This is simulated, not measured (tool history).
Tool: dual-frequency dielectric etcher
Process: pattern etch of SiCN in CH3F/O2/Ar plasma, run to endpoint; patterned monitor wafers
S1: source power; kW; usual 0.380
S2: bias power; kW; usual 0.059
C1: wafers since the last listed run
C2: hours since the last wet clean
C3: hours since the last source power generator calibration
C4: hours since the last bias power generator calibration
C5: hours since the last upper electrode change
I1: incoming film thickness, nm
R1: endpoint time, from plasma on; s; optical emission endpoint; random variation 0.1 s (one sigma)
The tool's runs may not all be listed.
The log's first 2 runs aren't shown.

run 3 day=3.408 | S1=0.380 S2=0.059 | C1=428 C2=97.7 C3=509.1 C4=4823.6 C5=1124.1 | I1=8.38 | R1=26.5
run 4 day=4.758 | S1=0.380 S2=0.059 | C1=522 C2=130.1 C3=541.5 C4=4856.0 C5=1156.5 | I1=8.45 | R1=26.9
run 5 day=5.788 | S1=0.380 S2=0.059 | C1=398 C2=154.8 C3=566.2 C4=4880.7 C5=1181.2 | I1=8.39 | R1=26.8
run 6 day=7.196 | S1=0.380 S2=0.059 | C1=545 C2=188.6 C3=600.0 C4=4914.5 C5=1215.0 | I1=8.39 | R1=27.0
-- day=10.071 bias power generator calibrated
run 7 day=10.092 | S1=0.430 S2=0.059 | C1=1056 C2=258.1 C3=669.5 C4=0.5 C5=1284.5 | I1=8.42 | R1=25.9
run 8 day=12.658 | S1=0.430 S2=0.059 | C1=993 C2=319.7 C3=731.1 C4=62.1 C5=1346.1 | I1=8.41 | R1=26.1
run 9 day=15.388 | S1=0.430 S2=0.059 | C1=1056 C2=385.2 C3=796.6 C4=127.6 C5=1411.6 | I1=8.37 | R1=26.2
run 10 day=18.292 | S1=0.380 S2=0.059 | C1=1124 C2=454.9 C3=866.3 C4=197.3 C5=1481.3 | I1=8.36 | R1=27.7
-- day=19.471 wet clean of the chamber
run 11 day=25.233 | S1=0.380 S2=0.059 | C1=2299 C2=138.3 C3=1032.9 C4=363.9 C5=1647.9 | I1=8.35 | R1=26.4
run 12 day=26.279 | S1=0.410 S2=0.065 | C1=404 C2=163.4 C3=1058.0 C4=389.0 C5=1673.0 | I1=8.42 | R1=25.2
run 13 day=33.112 | S1=0.300 S2=0.059 | C1=2644 C2=327.4 C3=1222.0 C4=553.0 C5=1837.0 | I1=8.39 | R1=29.7
run 14 day=34.300 | S1=0.340 S2=0.059 | C1=459 C2=355.9 C3=1250.5 C4=581.5 C5=1865.5 | I1=8.46 | R1=28.6
run 15 day=36.362 | S1=0.380 S2=0.070 | C1=798 C2=405.4 C3=1300.0 C4=631.0 C5=1915.0 | I1=8.44 | R1=26.3
run 16 day=37.825 | S1=0.420 S2=0.069 | C1=566 C2=440.5 C3=1335.1 C4=666.1 C5=1950.1 | I1=8.35 | R1=25.2
-- day=41.417 wet clean of the chamber
run 17 day=41.438 | S1=0.380 S2=0.059 | C1=1011 C2=0.5 C3=1421.8 C4=752.8 C5=2036.8 | I1=8.43 | R1=26.4
run 18 day=43.308 | S1=0.380 S2=0.059 | C1=724 C2=45.4 C3=1466.7 C4=797.7 C5=2081.7 | I1=8.38 | R1=26.5
run 19 day=45.600 | S1=0.430 S2=0.049 | C1=886 C2=100.4 C3=1521.7 C4=852.7 C5=2136.7 | I1=8.41 | R1=26.9
run 20 day=49.638 | S1=0.430 S2=0.064 | C1=1562 C2=197.3 C3=1618.6 C4=949.6 C5=2233.6 | I1=8.35 | R1=25.0
run 21 day=51.279 | S1=0.380 S2=0.059 | C1=635 C2=236.7 C3=1658.0 C4=989.0 C5=2273.0 | I1=8.42 | R1=27.3
run 22 day=53.679 | S1=0.380 S2=0.059 | C1=928 C2=294.3 C3=1715.6 C4=1046.6 C5=2330.6 | I1=8.40 | R1=27.4
-- day=54.825 source power generator calibrated
-- day=54.883 upper electrode replaced
run 23 day=55.467 | S1=0.340 S2=0.048 | C1=605 C2=337.2 C3=15.4 C4=1089.5 C5=14.0 | I1=8.33 | R1=29.7
run 24 day=56.842 | S1=0.310 S2=0.051 | C1=532 C2=370.2 C3=48.4 C4=1122.5 C5=47.0 | I1=8.29 | R1=30.2

Run 25 comes next. What will it give?
-- day=58.417 wet clean of the chamber
run 25 day=58.438 | S1=0.430 S2=0.071 | C1=230 C2=0.5 C3=86.7 C4=1160.8 C5=85.3 | I1=8.41 | R1=?

Run 25 gave R1 23.6 s.
Without the tool's hidden state the same run would have given R1 23.4 s.
